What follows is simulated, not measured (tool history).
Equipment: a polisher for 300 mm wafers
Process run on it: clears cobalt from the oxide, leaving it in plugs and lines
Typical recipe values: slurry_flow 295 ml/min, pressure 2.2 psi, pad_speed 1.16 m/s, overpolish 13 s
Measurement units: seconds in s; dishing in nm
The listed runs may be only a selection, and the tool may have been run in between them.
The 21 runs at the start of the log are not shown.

run,hour,slurry_flow,pressure,pad_speed,overpolish,wafers since the last listed run,wafers polished on this pad,hours since the slurry nozzle was cleaned,hours since the head pressure was calibrated,"incoming thickness of the incoming film, nm",seconds,dishing
# hour 1110.5: worn pad replaced by a new one
22,1130.5,295,2.2,1.16,13,262,184,484.1,443.3,333.3,50.1,52.4
23,1188.5,295,2.2,1.16,13,534,719,542.1,501.3,329.3,50.0,51.3
# hour 1198.6: head pressure recalibrated
24,1219.4,295,2.9,1.16,13,266,985,573.0,20.8,336.9,37.1,61.2
# hour 1322.1: slurry nozzle cleaned
25,1324.6,295,2.2,1.16,6,960,1945,2.5,126.0,327.2,47.7,30.2
26,1364.6,295,2.2,1.16,13,368,2314,42.5,166.0,334.5,48.9,53.8
27,1405.0,295,1.5,0.88,17,372,2686,82.9,206.4,324.7,93.4,40.3
28,1449.0,385,1.9,1.30,20,405,3091,126.9,250.4,327.8,48.8,65.0
29,1494.0,295,2.2,1.04,13,414,3506,171.9,295.4,328.0,54.4,50.7
30,1563.0,295,1.7,1.16,16,635,4142,240.9,364.4,324.6,62.8,50.2
31,1631.9,335,1.6,1.40,18,634,4776,309.8,433.3,331.4,56.9,58.3
# hour 1660.7: worn pad replaced by a new one
32,1690.2,395,2.7,0.94,18,500,271,368.1,491.6,325.6,49.9,63.3
33,1739.2,295,2.2,1.16,13,451,723,417.1,540.6,324.9,50.3,53.1
# hour 1753.0: head pressure recalibrated
34,1767.9,295,2.6,1.16,13,246,969,445.8,14.9,327.0,40.0,57.5

Each row is a separate what-if for the run after 34, all from the same tool condition, not one after another. Results?
A,1768.4,295,2.2,1.16,13,4,974,446.3,15.4,332.2,?,?
B,1768.4,210,1.5,0.86,13,4,974,446.3,15.4,332.2,?,?
C,1768.4,295,2.9,0.96,16,4,974,446.3,15.4,332.2,?,?
D,1768.4,295,1.9,1.00,13,4,974,446.3,15.4,332.2,?,?

run,seconds,dishing
A,48.5,52.9
B,99.2,32.3
C,44.5,62.0
D,65.2,43.9
Had the tool no hidden state, the same runs would have come out as:
run,seconds,dishing
A,48.7,52.8
B,99.5,32.2
C,44.6,61.9
D,65.4,43.8

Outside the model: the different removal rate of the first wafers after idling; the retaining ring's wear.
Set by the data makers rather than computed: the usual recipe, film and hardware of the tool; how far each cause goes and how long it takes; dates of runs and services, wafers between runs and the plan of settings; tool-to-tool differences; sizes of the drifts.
